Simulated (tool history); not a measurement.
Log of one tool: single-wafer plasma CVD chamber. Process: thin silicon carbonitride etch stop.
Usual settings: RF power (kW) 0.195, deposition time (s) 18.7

| run | hour | RF power (kW) | deposition time (s) | wafers since the last listed run | hours since the last thermocouple change | hours since the last RF generator calibration | hours since the showerhead was replaced | hours since the gauge calibration | read-back reference wafer on the same gauge, thickness_nm | mean film thickness on the monitor wafer (nm) |
|---|---|---|---|---|---|---|---|---|---|---|
| 1 | 0 | 0.195 | 18.7 | 0 | 1402.3 | 1617.4 | 5225.6 | 447.2 | 9.79 | 11.236 |
| 2 | 23.6 | 0.195 | 18.7 | 573 | 1425.9 | 1641 | 5249.2 | 470.8 | 9.803 | 11.067 |
| 3 | 29.9 | 0.195 | 18.7 | 153 | 1432.2 | 1647.3 | 5255.5 | 477.1 | 9.802 | 11.11 |
| 4 | 43.2 | 0.18 | 18.7 | 323 | 1445.5 | 1660.6 | 5268.8 | 490.4 | 9.801 | 10.856 |
| 5 | 60.3 | 0.18 | 18.7 | 415 | 1462.6 | 1677.7 | 5285.9 | 507.5 | 9.801 | 10.955 |
| 6 | 75.5 | 0.18 | 18.7 | 369 | 1477.8 | 1692.9 | 5301.1 | 522.7 | 9.791 | 10.842 |
| 7 | 90.7 | 0.195 | 18.7 | 369 | 1493 | 1708.1 | 5316.3 | 537.9 | 9.803 | 11.09 |
| 8 | 123.5 | 0.195 | 18.7 | 796 | 1525.8 | 1740.9 | 5349.1 | 570.7 | 9.791 | 11.162 |
| 9 | 132 | 0.195 | 18.7 | 206 | 1534.3 | 1749.4 | 5357.6 | 579.2 | 9.806 | 11.157 |
| 10 | 146.4 | 0.195 | 16.4 | 349 | 1548.7 | 1763.8 | 5372 | 593.6 | 9.796 | 9.708 |
| 11 | 155.9 | 0.195 | 16.4 | 230 | 1558.2 | 1773.3 | 5381.5 | 603.1 | 9.809 | 9.719 |
| 12 | 168 | 0.195 | 16.4 | 293 | 1570.3 | 1785.4 | 5393.6 | 615.2 | 9.797 | 9.731 |
| 13 | 185.5 | 0.185 | 20.5 | 425 | 1587.8 | 1802.9 | 5411.1 | 632.7 | 9.79 | 12.1 |
| 14 | 201.3 | 0.185 | 20.5 | 383 | 1603.6 | 1818.7 | 5426.9 | 648.5 | 9.797 | 12.019 |
| 15 | 218.8 | 0.165 | 18.7 | 425 | 1621.1 | 1836.2 | 5444.4 | 666 | 9.792 | 10.733 |
| 16 | 233.4 | 0.165 | 18.7 | 354 | 1635.7 | 1850.8 | 5459 | 680.6 | 9.797 | 10.673 |
|  | 243.4 | gauge calibrated |
| 17 | 249.8 | 0.165 | 18.7 | 398 | 1652.1 | 1867.2 | 5475.4 | 6.4 | 9.796 | 10.665 |
| 18 | 260 | 0.195 | 18.7 | 247 | 1662.3 | 1877.4 | 5485.6 | 16.6 | 9.817 | 11.06 |
|  | 278.8 | thermocouple changed; heater temperature recalibrated |
| 19 | 279.3 | 0.195 | 18.7 | 274 | 0.5 | 1896.7 | 5504.9 | 35.9 | 9.811 | 11.203 |

The next listed run, before its measurement:
| 20 | 295.5 | 0.18 | 16.3 | 393 | 16.7 | 1912.9 | 5521.1 | 52.1 | ? | ? |

{"run 20": {"read-back reference wafer on the same gauge, thickness_nm": 9.817, "mean film thickness on the monitor wafer (nm)": 9.555}}
Without the tool's hidden state the same run would have given mean film thickness on the monitor wafer (nm) 9.555.

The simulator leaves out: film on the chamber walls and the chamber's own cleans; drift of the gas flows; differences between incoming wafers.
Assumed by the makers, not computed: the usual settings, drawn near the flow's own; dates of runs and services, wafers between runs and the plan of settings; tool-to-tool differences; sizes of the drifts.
